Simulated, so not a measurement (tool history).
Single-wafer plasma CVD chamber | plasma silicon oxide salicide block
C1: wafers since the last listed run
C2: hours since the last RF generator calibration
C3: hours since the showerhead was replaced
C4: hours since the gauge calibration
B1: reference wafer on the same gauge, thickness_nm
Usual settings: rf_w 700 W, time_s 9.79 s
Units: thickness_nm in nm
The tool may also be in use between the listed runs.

{"run": 1, "hour": 0.0, "rf_w": 700, "time_s": 9.79, "C1": 0, "C2": 1150.0, "C3": 6263.8, "C4": 88.5, "B1": 86.027, "thickness_nm": 101.428}
{"run": 2, "hour": 22.5, "rf_w": 700, "time_s": 9.79, "C1": 729, "C2": 1172.5, "C3": 6286.3, "C4": 111.0, "B1": 86.038, "thickness_nm": 101.461}
{"run": 3, "hour": 45.4, "rf_w": 700, "time_s": 9.79, "C1": 742, "C2": 1195.4, "C3": 6309.2, "C4": 133.9, "B1": 85.934, "thickness_nm": 101.088}
{"run": 4, "hour": 68.5, "rf_w": 700, "time_s": 9.79, "C1": 748, "C2": 1218.5, "C3": 6332.3, "C4": 157.0, "B1": 86.012, "thickness_nm": 101.481}
{"run": 5, "hour": 86.4, "rf_w": 700, "time_s": 9.79, "C1": 580, "C2": 1236.4, "C3": 6350.2, "C4": 174.9, "B1": 85.972, "thickness_nm": 101.115}
{"run": 6, "hour": 100.9, "rf_w": 700, "time_s": 9.79, "C1": 470, "C2": 1250.9, "C3": 6364.7, "C4": 189.4, "B1": 86.004, "thickness_nm": 101.106}
{"run": 7, "hour": 130.1, "rf_w": 795, "time_s": 11.06, "C1": 946, "C2": 1280.1, "C3": 6393.9, "C4": 218.6, "B1": 85.964, "thickness_nm": 116.662}
{"hour": 167.2, "done": "showerhead replaced"}
{"run": 8, "hour": 167.7, "rf_w": 795, "time_s": 11.06, "C1": 959, "C2": 1317.7, "C3": 0.5, "C4": 256.2, "B1": 86.044, "thickness_nm": 117.019}
{"hour": 175.8, "done": "gauge calibrated"}
{"run": 9, "hour": 199.2, "rf_w": 795, "time_s": 11.06, "C1": 1021, "C2": 1349.2, "C3": 32.0, "C4": 23.4, "B1": 86.014, "thickness_nm": 116.838}
{"run": 10, "hour": 222.9, "rf_w": 760, "time_s": 11.17, "C1": 768, "C2": 1372.9, "C3": 55.7, "C4": 47.1, "B1": 85.981, "thickness_nm": 117.222}
{"run": 11, "hour": 246.1, "rf_w": 700, "time_s": 8.88, "C1": 752, "C2": 1396.1, "C3": 78.9, "C4": 70.3, "B1": 86.023, "thickness_nm": 91.802}
{"run": 12, "hour": 273.3, "rf_w": 700, "time_s": 9.79, "C1": 881, "C2": 1423.3, "C3": 106.1, "C4": 97.5, "B1": 85.993, "thickness_nm": 101.512}
{"run": 13, "hour": 299.3, "rf_w": 820, "time_s": 9.12, "C1": 842, "C2": 1449.3, "C3": 132.1, "C4": 123.5, "B1": 86.002, "thickness_nm": 96.832}
{"hour": 319.2, "done": "RF generator calibrated"}
{"run": 14, "hour": 319.7, "rf_w": 640, "time_s": 8.78, "C1": 401, "C2": 0.5, "C3": 152.5, "C4": 143.9, "B1": 85.987, "thickness_nm": 89.686}
{"run": 15, "hour": 334.3, "rf_w": 825, "time_s": 9.25, "C1": 473, "C2": 15.1, "C3": 167.1, "C4": 158.5, "B1": 85.982, "thickness_nm": 98.483}
{"run": 16, "hour": 347.3, "rf_w": 700, "time_s": 9.79, "C1": 421, "C2": 28.1, "C3": 180.1, "C4": 171.5, "B1": 85.996, "thickness_nm": 101.377}
{"run": 17, "hour": 375.0, "rf_w": 700, "time_s": 9.79, "C1": 897, "C2": 55.8, "C3": 207.8, "C4": 199.2, "B1": 85.959, "thickness_nm": 101.077}
{"run": 18, "hour": 392.4, "rf_w": 700, "time_s": 7.86, "C1": 564, "C2": 73.2, "C3": 225.2, "C4": 216.6, "B1": 86.009, "thickness_nm": 81.266}
{"run": 19, "hour": 405.0, "rf_w": 700, "time_s": 11.09, "C1": 408, "C2": 85.8, "C3": 237.8, "C4": 229.2, "B1": 86.028, "thickness_nm": 114.53}
{"run": 20, "hour": 418.8, "rf_w": 610, "time_s": 11.2, "C1": 447, "C2": 99.6, "C3": 251.6, "C4": 243.0, "B1": 85.995, "thickness_nm": 113.333}

What the log doesn't show, run by run:
delivered RF power above the setpoint (%): 0 in every run
gauge reads high (%): 0 in every run
